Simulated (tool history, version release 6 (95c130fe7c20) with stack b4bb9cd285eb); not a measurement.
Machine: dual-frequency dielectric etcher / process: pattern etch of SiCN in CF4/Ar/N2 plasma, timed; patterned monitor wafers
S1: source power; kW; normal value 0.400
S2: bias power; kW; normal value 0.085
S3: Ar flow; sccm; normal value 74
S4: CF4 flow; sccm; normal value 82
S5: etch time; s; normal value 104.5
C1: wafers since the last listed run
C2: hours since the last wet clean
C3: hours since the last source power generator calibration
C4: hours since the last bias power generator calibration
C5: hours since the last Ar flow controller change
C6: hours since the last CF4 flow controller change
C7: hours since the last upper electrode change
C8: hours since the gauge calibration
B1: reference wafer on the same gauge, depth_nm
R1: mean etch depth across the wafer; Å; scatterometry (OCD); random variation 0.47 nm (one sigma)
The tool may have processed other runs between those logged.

Run 1, hour 0.0: usual settings; C1 0; C2 176.4; C3 2952.8; C4 1637.1; C5 2030.2; C6 1699.4; C7 2546.7; C8 246.2; B1 80.5. Result: R1 935 Å.
Run 2, hour 30.0: usual settings; C1 221; C2 206.4; C3 2982.8; C4 1667.1; C5 2060.2; C6 1729.4; C7 2576.7; C8 276.2; B1 80.6. Result: R1 922 Å.
Run 3, hour 63.6: usual settings; C1 247; C2 240.0; C3 3016.4; C4 1700.7; C5 2093.8; C6 1763.0; C7 2610.3; C8 309.8; B1 80.3. Result: R1 930 Å.
Run 4, hour 83.8: usual settings; C1 148; C2 260.2; C3 3036.6; C4 1720.9; C5 2114.0; C6 1783.2; C7 2630.5; C8 330.0; B1 80.5. Result: R1 924 Å.
Run 5, hour 108.6: usual settings; C1 182; C2 285.0; C3 3061.4; C4 1745.7; C5 2138.8; C6 1808.0; C7 2655.3; C8 354.8; B1 80.4. Result: R1 922 Å.
Run 6, hour 143.4: usual settings; C1 256; C2 319.8; C3 3096.2; C4 1780.5; C5 2173.6; C6 1842.8; C7 2690.1; C8 389.6; B1 80.2. Result: R1 921 Å.
At hour 190.1: Ar flow controller replaced.
Run 7, hour 241.2: usual settings; C1 676; C2 417.6; C3 3194.0; C4 1878.3; C5 51.1; C6 1940.6; C7 2787.9; C8 487.4; B1 80.4. Result: R1 916 Å.
At hour 254.0: source power generator calibrated.
Run 8, hour 267.4: usual settings; C1 163; C2 443.8; C3 13.4; C4 1904.5; C5 77.3; C6 1966.8; C7 2814.1; C8 513.6; B1 80.5. Result: R1 912 Å.
At hour 277.0: gauge calibrated.
At hour 286.9: bias power generator calibrated.
Run 9, hour 297.4: usual settings; C1 191; C2 473.8; C3 43.4; C4 10.5; C5 107.3; C6 1996.8; C7 2844.1; C8 20.4; B1 80.7. Result: R1 914 Å.
At hour 309.8: CF4 flow controller replaced.
At hour 332.5: upper electrode replaced.
At hour 355.1: wet clean of the chamber.
Run 10, hour 355.6: usual settings but S2 0.106 kW, S5 124.5 s; C1 50; C2 0.5; C3 101.6; C4 68.7; C5 165.5; C6 45.8; C7 23.1; C8 78.6; B1 80.7. Result: R1 1201 Å.
Run 11, hour 355.9: usual settings; C1 2; C2 0.8; C3 101.9; C4 69.0; C5 165.8; C6 46.1; C7 23.4; C8 78.9; B1 80.5. Result: R1 949 Å.
Run 12, hour 356.3: usual settings; C1 2; C2 1.2; C3 102.3; C4 69.4; C5 166.2; C6 46.5; C7 23.8; C8 79.3; B1 80.5. Result: R1 954 Å.
Run 13, hour 374.9: usual settings but S3 65 sccm, S4 102 sccm; C1 137; C2 19.8; C3 120.9; C4 88.0; C5 184.8; C6 65.1; C7 42.4; C8 97.9; B1 80.3. Result: R1 992 Å.
Run 14, hour 391.9: usual settings; C1 125; C2 36.8; C3 137.9; C4 105.0; C5 201.8; C6 82.1; C7 59.4; C8 114.9; B1 80.3. Result: R1 947 Å.
Run 15, hour 405.9: usual settings but S2 0.067 kW, S3 82 sccm; C1 103; C2 50.8; C3 151.9; C4 119.0; C5 215.8; C6 96.1; C7 73.4; C8 128.9; B1 80.4. Result: R1 877 Å.
Run 16, hour 432.3: usual settings but S3 69 sccm; C1 194; C2 77.2; C3 178.3; C4 145.4; C5 242.2; C6 122.5; C7 99.8; C8 155.3; B1 80.6. Result: R1 949 Å.
Run 17, hour 446.6: usual settings but S1 0.470 kW; C1 105; C2 91.5; C3 192.6; C4 159.7; C5 256.5; C6 136.8; C7 114.1; C8 169.6; B1 80.5. Result: R1 1052 Å.
Run 18, hour 459.6: usual settings but S1 0.480 kW, S5 96.0 s; C1 95; C2 104.5; C3 205.6; C4 172.7; C5 269.5; C6 149.8; C7 127.1; C8 182.6; B1 80.5. Result: R1 983 Å.

Describe how what the log doesn't record of the tool's condition differs between the last listed run preceding each entry between runs and the first listed run following it.
After run 6, before run 7: Ar flow controller replaced (hour 190.1)
  etch rate over this chamber's usual, %: -3.34 -> -4.32
  measured value less the no-hidden-state value, R1: -32 -> -42 Å
After run 7, before run 8: source power generator calibrated (hour 254.0)
  etch rate over this chamber's usual, %: -4.32 -> -4.59
  measured value less the no-hidden-state value, R1: -42 -> -44 Å
After run 8, before run 9: gauge calibrated (hour 277.0); bias power generator calibrated (hour 286.9)
  etch rate over this chamber's usual, %: -4.59 -> -4.89
  measured value less the no-hidden-state value, R1: -44 -> -47 Å
After run 9, before run 10: CF4 flow controller replaced (hour 309.8); upper electrode replaced (hour 332.5); wet clean of the chamber (hour 355.1)
  etch rate over this chamber's usual, %: -4.89 -> -0.282
  measured value less the no-hidden-state value, R1: -47 -> -3 Å
